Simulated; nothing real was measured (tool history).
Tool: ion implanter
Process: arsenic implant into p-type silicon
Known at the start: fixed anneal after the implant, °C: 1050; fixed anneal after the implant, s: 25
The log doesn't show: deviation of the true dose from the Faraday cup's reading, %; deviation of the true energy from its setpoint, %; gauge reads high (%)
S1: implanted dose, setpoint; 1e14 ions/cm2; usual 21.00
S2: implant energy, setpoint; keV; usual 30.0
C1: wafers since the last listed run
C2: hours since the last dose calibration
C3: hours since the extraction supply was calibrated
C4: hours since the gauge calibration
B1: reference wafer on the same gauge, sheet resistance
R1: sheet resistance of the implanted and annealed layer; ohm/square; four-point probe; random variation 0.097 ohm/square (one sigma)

run     day     S1    S2   C1      C2      C3      C4     B1     R1
  1   0.000  21.00  30.0    0  1725.3  3864.5   860.2  74.89  66.13
  2   1.271  21.00  30.0  579  1755.8  3895.0   890.7  74.91  66.32
  3   1.958  16.39  23.0  313  1772.3  3911.5   907.2  74.87  78.48
  4   3.096  16.39  23.0  518  1799.6  3938.8   934.5  74.91  78.51
      4.012  -- Faraday cup replaced and dose calibrated
  5   4.033  18.39  30.0  275     0.5  3961.3   957.0  74.92  68.61
  6   4.608  18.39  30.0  261    14.3  3975.1   970.8  74.93  68.77
  7   5.604  18.39  30.0  453    38.2  3999.0   994.7  74.89  68.90
  8   6.292  21.00  30.0  313    54.7  4015.5  1011.2  74.90  64.61
  9   7.525  21.00  30.0  561    84.3  4045.1  1040.8  74.88  64.81
 10   8.592  21.00  30.0  485   109.9  4070.7  1066.4  74.89  64.70
 11   9.104  25.80  33.5  233   122.2  4083.0  1078.7  74.93  57.75
 12  10.292  17.52  26.5  541   150.7  4111.5  1107.2  74.90  72.18
 13  10.800  17.52  26.5  231   162.9  4123.7  1119.4  74.89  72.36
 14  11.808  21.00  27.5  459   187.1  4147.9  1143.6  74.91  65.95
 15  12.350  18.39  30.0  246   200.1  4160.9  1156.6  74.90  69.12
 16  13.404  21.00  30.0  480   225.4  4186.2  1181.9  74.93  64.95
     14.096  -- gauge calibrated
 17  14.142  21.00  30.0  336   243.1  4203.9     1.1  74.88  64.87
 18  15.162  21.00  20.0  465   267.6  4228.4    25.6  74.92  69.86
 19  16.192  21.00  30.0  468   292.3  4253.1    50.3  74.87  65.04
 20  16.942  16.73  30.0  341   310.3  4271.1    68.3  74.89  73.00
 21  18.129  25.80  33.5  541   338.8  4299.6    96.8  74.90  58.06
 22  19.029  21.00  27.0  410   360.4  4321.2   118.4  74.91  66.51
 23  19.725  18.91  20.5  317   377.1  4337.9   135.1  74.90  73.01
 24  20.612  18.28  36.5  404   398.4  4359.2   156.4  74.86  67.22
     21.967  -- extraction supply calibrated
 25  22.096  27.27  35.0  523   434.0     3.1   192.0  74.90  56.27
 26  22.938  17.95  19.5  383   454.2    23.3   212.2  74.88  75.38
 27  23.938  21.00  30.0  455   478.2    47.3   236.2  74.88  65.28
 28  25.033  15.87  36.5  499   504.5    73.6   262.5  74.90  73.11
 29  25.583  26.53  38.0  250   517.7    86.8   275.7  74.92  55.74
 30  26.225  21.00  37.0  292   533.1   102.2   291.1  74.91  62.36

Run 31 comes next. What will it give?
 31  27.654  25.96  30.0  651  567.4  136.5  325.4   ?   ?

{"run 31": {"B1": 74.87, "R1": 59.54}}
Without the tool's hidden state the same run would have given R1 58.99 ohm/square.

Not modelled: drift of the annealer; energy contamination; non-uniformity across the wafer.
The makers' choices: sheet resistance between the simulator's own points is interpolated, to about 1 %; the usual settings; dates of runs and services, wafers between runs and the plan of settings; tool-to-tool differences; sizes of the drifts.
